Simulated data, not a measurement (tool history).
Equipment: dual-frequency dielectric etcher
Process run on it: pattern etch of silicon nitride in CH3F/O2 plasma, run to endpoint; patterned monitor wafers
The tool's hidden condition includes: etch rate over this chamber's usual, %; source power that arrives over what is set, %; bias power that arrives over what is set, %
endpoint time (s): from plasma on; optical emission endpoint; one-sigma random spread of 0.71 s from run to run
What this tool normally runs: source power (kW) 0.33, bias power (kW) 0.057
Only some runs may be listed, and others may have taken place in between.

run     day  source power (kW)  bias power (kW)  wafers since the last listed run  hours since the last wet clean  hours since the last source power generator calibration  hours since the last bias power generator calibration  hours since the last upper electrode change  incoming incoming film thickness, nm  endpoint time (s)
  1       0               0.33            0.057                                 0                           415.3                                                   2403.7                                                 2746.2                                       5620.1                                 102.7              132.5
      1.221  -- wet clean of the chamber
  2   1.242               0.33            0.057                                29                             0.5                                                   2433.5                                                   2776                                       5649.9                                 102.5              132.2
  3   2.533               0.33            0.057                               158                            31.5                                                   2464.5                                                   2807                                       5680.9                                 103.9              134.5
      3.679  -- upper electrode replaced
  4     3.7               0.29            0.057                                20                            59.5                                                   2492.5                                                   2835                                          0.5                                 102.9              140.8
  5   4.454               0.33            0.057                                92                            77.6                                                   2510.6                                                 2853.1                                         18.6                                 101.8              131.3
  6   5.912               0.33            0.057                               178                           112.6                                                   2545.6                                                 2888.1                                         53.6                                   102              131.8
  7   6.696               0.33            0.057                                96                           131.4                                                   2564.4                                                 2906.9                                         72.4                                 103.1              132.9
  8   7.771               0.33            0.057                               131                           157.2                                                   2590.2                                                 2932.7                                         98.2                                 102.7              132.1
  9   9.221               0.33            0.057                               177                             192                                                     2625                                                 2967.5                                          133                                 101.8              131.7
 10  10.488               0.33            0.057                               155                           222.4                                                   2655.4                                                 2997.9                                        163.4                                 103.1                133
 11  11.475               0.33            0.057                               121                           246.1                                                   2679.1                                                 3021.6                                        187.1                                 102.9              133.8
 12  12.746               0.33            0.057                               155                           276.6                                                   2709.6                                                 3052.1                                        217.6                                   102              130.8
 13  13.346               0.33            0.045                                73                             291                                                     2724                                                 3066.5                                          232                                 103.8              144.3
 14  13.929               0.38            0.069                                71                             305                                                     2738                                                 3080.5                                          246                                 102.7              117.8
 15  15.075               0.33            0.057                               140                           332.5                                                   2765.5                                                   3108                                        273.5                                 102.9              132.7
     15.604  -- bias power generator calibrated
     16.308  -- source power generator calibrated
 16  16.421               0.33            0.053                               124                           364.8                                                      2.7                                                   19.6                                        305.8                                 101.8                135
      17.95  -- wet clean of the chamber
 17  17.971               0.37            0.069                                67                             0.5                                                     39.9                                                   56.8                                          343                                 102.6              118.4
 18  18.775                0.3            0.057                                98                            19.8                                                     59.2                                                   76.1                                        362.3                                 102.7              138.3
 19  19.767               0.38            0.068                               121                            43.6                                                       83                                                   99.9                                        386.1                                 102.9              118.6
 20  21.188               0.33            0.057                               174                            77.7                                                    117.1                                                    134                                        420.2                                 102.3              133.4
 21  21.725               0.27            0.051                                65                            90.6                                                      130                                                  146.9                                        433.1                                 102.9              149.3
 22  23.117               0.35            0.057                               170                             124                                                    163.4                                                  180.3                                        466.5                                 102.4              128.9
 23  24.488               0.27            0.057                               168                           156.9                                                    196.3                                                  213.2                                        499.4                                 102.9                143
 24  24.988               0.38            0.071                                61                           168.9                                                    208.3                                                  225.2                                        511.4                                 103.5              116.9
 25  26.133               0.38            0.057                               140                           196.4                                                    235.8                                                  252.7                                        538.9                                 102.8              125.4
 26  27.262               0.29            0.067                               138                           223.5                                                    262.9                                                  279.8                                          566                                 102.4              130.8
 27  28.212               0.33            0.057                               116                           246.3                                                    285.7                                                  302.6                                        588.8                                 103.2              133.5
 28  29.133               0.36            0.066                               112                           268.4                                                    307.8                                                  324.7                                        610.9                                 101.8              119.8
 29  30.354               0.29            0.067                               149                           297.7                                                    337.1                                                    354                                        640.2                                 102.5              132.1
 30  31.433               0.37            0.064                               132                           323.6                                                      363                                                  379.9                                        666.1                                 102.5              121.5
 31  31.992               0.41            0.051                                68                             337                                                    376.4                                                  393.3                                        679.5                                 102.8              126.1
 32  33.475               0.33            0.048                               181                           372.6                                                      412                                                  428.9                                        715.1                                   103              141.5
 33  34.175                0.4            0.047                                85                           389.4                                                    428.8                                                  445.7                                        731.9                                   104                132
 34  35.421               0.33            0.057                               152                           419.3                                                    458.7                                                  475.6                                        761.8                                 103.1              133.6

Consider 5 possible next runs. They are alternatives, not a sequence: every one starts from the tool as it was left by run 34. What does each give?
  A  35.442               0.33            0.057                                 2                           419.8                                                    459.2                                                  476.1                                        762.3                                 102.1                  ?
  B  35.442               0.26            0.057                                 2                           419.8                                                    459.2                                                  476.1                                        762.3                                 102.1                  ?
  C  35.442               0.33            0.063                                 2                           419.8                                                    459.2                                                  476.1                                        762.3                                 102.1                  ?
  D  35.442               0.38            0.067                                 2                           419.8                                                    459.2                                                  476.1                                        762.3                                 102.1                  ?
  E  35.442               0.33             0.05                                 2                           419.8                                                    459.2                                                  476.1                                        762.3                                 102.1                  ?

run  endpoint time (s)
  A              131.5
  B              144.8
  C              127.3
  D              117.9
  E              137.2
What these runs would have given with no unlogged condition in the tool:
run  endpoint time (s)
  A              131.5
  B              144.8
  C              127.3
  D              117.9
  E              137.2
